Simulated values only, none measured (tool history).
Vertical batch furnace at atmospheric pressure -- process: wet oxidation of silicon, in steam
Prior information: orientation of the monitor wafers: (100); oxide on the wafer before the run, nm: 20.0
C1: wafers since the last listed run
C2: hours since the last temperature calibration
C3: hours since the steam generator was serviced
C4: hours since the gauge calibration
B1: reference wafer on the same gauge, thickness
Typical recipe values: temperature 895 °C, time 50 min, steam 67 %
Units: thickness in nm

run 1 hour=0 | temperature=895 time=50 steam=67 | C1=0 C2=4135.4 C3=2667.5 C4=2 | B1=99 | thickness=96.83
run 2 hour=11.4 | temperature=895 time=50 steam=67 | C1=193 C2=4146.8 C3=2678.9 C4=13.4 | B1=98.92 | thickness=96.55
run 3 hour=31.1 | temperature=895 time=30.5 steam=58 | C1=334 C2=4166.5 C3=2698.6 C4=33.1 | B1=98.94 | thickness=61.65
run 4 hour=44.1 | temperature=895 time=30.5 steam=58 | C1=220 C2=4179.5 C3=2711.6 C4=46.1 | B1=98.99 | thickness=61.33
run 5 hour=53.2 | temperature=895 time=50 steam=67 | C1=154 C2=4188.6 C3=2720.7 C4=55.2 | B1=99.05 | thickness=96.94
run 6 hour=69 | temperature=895 time=50 steam=67 | C1=268 C2=4204.4 C3=2736.5 C4=71 | B1=98.97 | thickness=96.76
run 7 hour=85.2 | temperature=909 time=50 steam=67 | C1=275 C2=4220.6 C3=2752.7 C4=87.2 | B1=99 | thickness=114.54
run 8 hour=99.4 | temperature=909 time=50 steam=67 | C1=241 C2=4234.8 C3=2766.9 C4=101.4 | B1=99 | thickness=114.59
run 9 hour=109.6 | temperature=895 time=50 steam=67 | C1=173 C2=4245 C3=2777.1 C4=111.6 | B1=99.07 | thickness=96.72
run 10 hour=121.2 | temperature=895 time=50 steam=67 | C1=196 C2=4256.6 C3=2788.7 C4=123.2 | B1=98.91 | thickness=96.68
run 11 hour=129.9 | temperature=895 time=50 steam=67 | C1=147 C2=4265.3 C3=2797.4 C4=131.9 | B1=98.95 | thickness=96.61
run 12 hour=158.5 | temperature=895 time=50 steam=71 | C1=485 C2=4293.9 C3=2826 C4=160.5 | B1=99.06 | thickness=101.05
run 13 hour=169.7 | temperature=895 time=50 steam=71 | C1=190 C2=4305.1 C3=2837.2 C4=171.7 | B1=98.98 | thickness=101.02
run 14 hour=181.7 | temperature=895 time=50 steam=71 | C1=203 C2=4317.1 C3=2849.2 C4=183.7 | B1=99.02 | thickness=100.89
run 15 hour=192 | temperature=895 time=50 steam=67 | C1=174 C2=4327.4 C3=2859.5 C4=194 | B1=98.99 | thickness=96.45
-- hour=218.9 thermocouples replaced and temperature profile calibrated
-- hour=225.2 steam generator serviced
run 16 hour=225.7 | temperature=874 time=40.5 steam=77 | C1=56 C2=6.8 C3=0.5 C4=227.7 | B1=99.05 | thickness=74.16
run 17 hour=230.7 | temperature=895 time=50 steam=67 | C1=84 C2=11.8 C3=5.5 C4=232.7 | B1=99.01 | thickness=101.88
run 18 hour=235.6 | temperature=895 time=50 steam=67 | C1=83 C2=16.7 C3=10.4 C4=237.6 | B1=98.99 | thickness=101.58
run 19 hour=242.3 | temperature=895 time=64.5 steam=67 | C1=113 C2=23.4 C3=17.1 C4=244.3 | B1=99.05 | thickness=123.48
run 20 hour=253 | temperature=886 time=64.5 steam=62 | C1=181 C2=34.1 C3=27.8 C4=255 | B1=99.03 | thickness=103.68
run 21 hour=272.4 | temperature=876 time=30 steam=62 | C1=329 C2=53.5 C3=47.2 C4=274.4 | B1=98.97 | thickness=53.79
run 22 hour=288.1 | temperature=895 time=50 steam=67 | C1=266 C2=69.2 C3=62.9 C4=290.1 | B1=99.05 | thickness=101.36
-- hour=288.5 gauge calibrated
run 23 hour=298.8 | temperature=910 time=50 steam=67 | C1=181 C2=79.9 C3=73.6 C4=10.3 | B1=99.06 | thickness=120.98
run 24 hour=312.3 | temperature=904 time=41.5 steam=73 | C1=229 C2=93.4 C3=87.1 C4=23.8 | B1=98.93 | thickness=104.41
run 25 hour=329.5 | temperature=895 time=50 steam=67 | C1=292 C2=110.6 C3=104.3 C4=41 | B1=99 | thickness=101.2
run 26 hour=383.2 | temperature=882 time=50 steam=60 | C1=911 C2=164.3 C3=158 C4=94.7 | B1=99.04 | thickness=79.18
run 27 hour=402.9 | temperature=910 time=50 steam=67 | C1=334 C2=184 C3=177.7 C4=114.4 | B1=99 | thickness=120.98
run 28 hour=410.6 | temperature=920 time=73 steam=60 | C1=130 C2=191.7 C3=185.4 C4=122.1 | B1=98.99 | thickness=165.51
run 29 hour=424.3 | temperature=895 time=72 steam=70 | C1=232 C2=205.4 C3=199.1 C4=135.8 | B1=99.02 | thickness=138.73
run 30 hour=432.1 | temperature=912 time=50 steam=67 | C1=132 C2=213.2 C3=206.9 C4=143.6 | B1=99.04 | thickness=123.45

3 ways to go on from here, each from the tool as it stands after run 30. What would each give?
run A hour=437.2 | temperature=895 time=50 steam=67 | C1=86 C2=218.3 C3=212 C4=148.7 | B1=? | thickness=?
run B hour=437.2 | temperature=883 time=29 steam=59 | C1=86 C2=218.3 C3=212 C4=148.7 | B1=? | thickness=?
run C hour=437.2 | temperature=895 time=50 steam=62 | C1=86 C2=218.3 C3=212 C4=148.7 | B1=? | thickness=?

run=A B1=99 thickness=100.66
run=B B1=99 thickness=54.67
run=C B1=99 thickness=94.95
The same runs, with their run-to-run variation unchanged, on a tool lacking any hidden condition would have given:
run=A thickness=102.05
run=B thickness=55.29
run=C thickness=96.25
